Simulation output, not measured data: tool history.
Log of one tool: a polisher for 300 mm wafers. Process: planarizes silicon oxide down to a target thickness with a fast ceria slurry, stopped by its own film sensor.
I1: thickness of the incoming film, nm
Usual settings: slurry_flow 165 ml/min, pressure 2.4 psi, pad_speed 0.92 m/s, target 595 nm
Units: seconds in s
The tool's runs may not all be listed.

{"run": 1, "hour": 0.0, "slurry_flow": 165, "pressure": 2.4, "pad_speed": 0.92, "target": 595, "I1": 1477.5, "seconds": 70.3}
{"run": 2, "hour": 38.7, "slurry_flow": 165, "pressure": 2.4, "pad_speed": 0.92, "target": 595, "I1": 1462.9, "seconds": 69.9}
{"run": 3, "hour": 112.5, "slurry_flow": 165, "pressure": 2.4, "pad_speed": 0.92, "target": 595, "I1": 1481.8, "seconds": 72.7}
{"run": 4, "hour": 159.1, "slurry_flow": 165, "pressure": 2.4, "pad_speed": 0.92, "target": 783, "I1": 1496, "seconds": 57.6}
{"run": 5, "hour": 229.3, "slurry_flow": 165, "pressure": 2.4, "pad_speed": 0.92, "target": 783, "I1": 1467.9, "seconds": 55.7}
{"run": 6, "hour": 325.7, "slurry_flow": 165, "pressure": 2.4, "pad_speed": 0.92, "target": 783, "I1": 1468.6, "seconds": 56.5}
{"run": 7, "hour": 413.5, "slurry_flow": 165, "pressure": 2.4, "pad_speed": 0.92, "target": 595, "I1": 1460.4, "seconds": 71.9}
{"run": 8, "hour": 501.8, "slurry_flow": 165, "pressure": 2.4, "pad_speed": 0.92, "target": 595, "I1": 1471.8, "seconds": 74.6}
{"run": 9, "hour": 546.6, "slurry_flow": 165, "pressure": 2.4, "pad_speed": 0.92, "target": 595, "I1": 1444.8, "seconds": 70.4}
{"hour": 552.2, "done": "head pressure recalibrated"}
{"run": 10, "hour": 609.5, "slurry_flow": 210, "pressure": 2.4, "pad_speed": 1.08, "target": 595, "I1": 1485.5, "seconds": 63.7}
{"run": 11, "hour": 650.2, "slurry_flow": 165, "pressure": 2.4, "pad_speed": 0.92, "target": 595, "I1": 1477.8, "seconds": 75.3}
{"hour": 715.0, "done": "worn pad replaced by a new one"}
{"hour": 811.2, "done": "slurry nozzle cleaned"}
{"run": 12, "hour": 843.8, "slurry_flow": 165, "pressure": 2.4, "pad_speed": 0.92, "target": 595, "I1": 1467.1, "seconds": 69.8}
{"run": 13, "hour": 951.2, "slurry_flow": 165, "pressure": 2.4, "pad_speed": 0.92, "target": 513, "I1": 1490.4, "seconds": 80.1}
{"run": 14, "hour": 1020.7, "slurry_flow": 115, "pressure": 2.4, "pad_speed": 1.06, "target": 849, "I1": 1465.4, "seconds": 49.5}
{"run": 15, "hour": 1089.5, "slurry_flow": 165, "pressure": 2.4, "pad_speed": 0.92, "target": 595, "I1": 1478.9, "seconds": 72.3}
{"run": 16, "hour": 1145.7, "slurry_flow": 190, "pressure": 2.4, "pad_speed": 0.64, "target": 595, "I1": 1471.6, "seconds": 89.2}
{"hour": 1280.1, "done": "head pressure recalibrated"}
{"run": 17, "hour": 1357.8, "slurry_flow": 190, "pressure": 2.4, "pad_speed": 0.68, "target": 839, "I1": 1480, "seconds": 63.2}
{"hour": 1411.7, "done": "worn pad replaced by a new one"}
{"run": 18, "hour": 1437.5, "slurry_flow": 165, "pressure": 3, "pad_speed": 0.82, "target": 595, "I1": 1491.4, "seconds": 61}
{"run": 19, "hour": 1493.2, "slurry_flow": 165, "pressure": 1.6, "pad_speed": 0.92, "target": 595, "I1": 1447.4, "seconds": 101.5}
{"hour": 1529.2, "done": "slurry nozzle cleaned"}
{"run": 20, "hour": 1563.9, "slurry_flow": 165, "pressure": 2.6, "pad_speed": 0.92, "target": 676, "I1": 1460.2, "seconds": 57.3}
{"run": 21, "hour": 1660.4, "slurry_flow": 165, "pressure": 2.1, "pad_speed": 0.78, "target": 595, "I1": 1453.6, "seconds": 90.5}
{"run": 22, "hour": 1710.8, "slurry_flow": 165, "pressure": 2.4, "pad_speed": 0.72, "target": 595, "I1": 1489, "seconds": 87.2}
{"run": 23, "hour": 1793.4, "slurry_flow": 165, "pressure": 2.1, "pad_speed": 0.92, "target": 504, "I1": 1480.6, "seconds": 93}
{"run": 24, "hour": 1898.0, "slurry_flow": 165, "pressure": 2.4, "pad_speed": 0.92, "target": 319, "I1": 1490.8, "seconds": 96.7}
{"run": 25, "hour": 2002.5, "slurry_flow": 200, "pressure": 2, "pad_speed": 0.92, "target": 595, "I1": 1466.5, "seconds": 83.6}
{"hour": 2010.6, "done": "head pressure recalibrated"}
{"run": 26, "hour": 2103.5, "slurry_flow": 165, "pressure": 2.4, "pad_speed": 0.92, "target": 595, "I1": 1464.6, "seconds": 73.5}
{"run": 27, "hour": 2166.3, "slurry_flow": 105, "pressure": 2.9, "pad_speed": 1, "target": 595, "I1": 1481, "seconds": 65.2}
{"run": 28, "hour": 2209.5, "slurry_flow": 120, "pressure": 2.4, "pad_speed": 1.04, "target": 595, "I1": 1466.8, "seconds": 71.4}
{"run": 29, "hour": 2252.6, "slurry_flow": 165, "pressure": 2.4, "pad_speed": 0.92, "target": 595, "I1": 1461.5, "seconds": 73.6}
{"hour": 2261.2, "done": "worn pad replaced by a new one"}
{"run": 30, "hour": 2323.0, "slurry_flow": 180, "pressure": 2.4, "pad_speed": 0.92, "target": 595, "I1": 1472, "seconds": 68.5}

The next listed run, before its measurement:
{"hour": 2409.8, "done": "slurry nozzle cleaned"}
{"run": 31, "hour": 2413.2, "slurry_flow": 165, "pressure": 3.1, "pad_speed": 0.92, "target": 595, "I1": 1471.1, "seconds": "?"}

Run 31 gave seconds 55.1 s.
Without the tool's hidden state the same run would have given seconds 52.6 s.
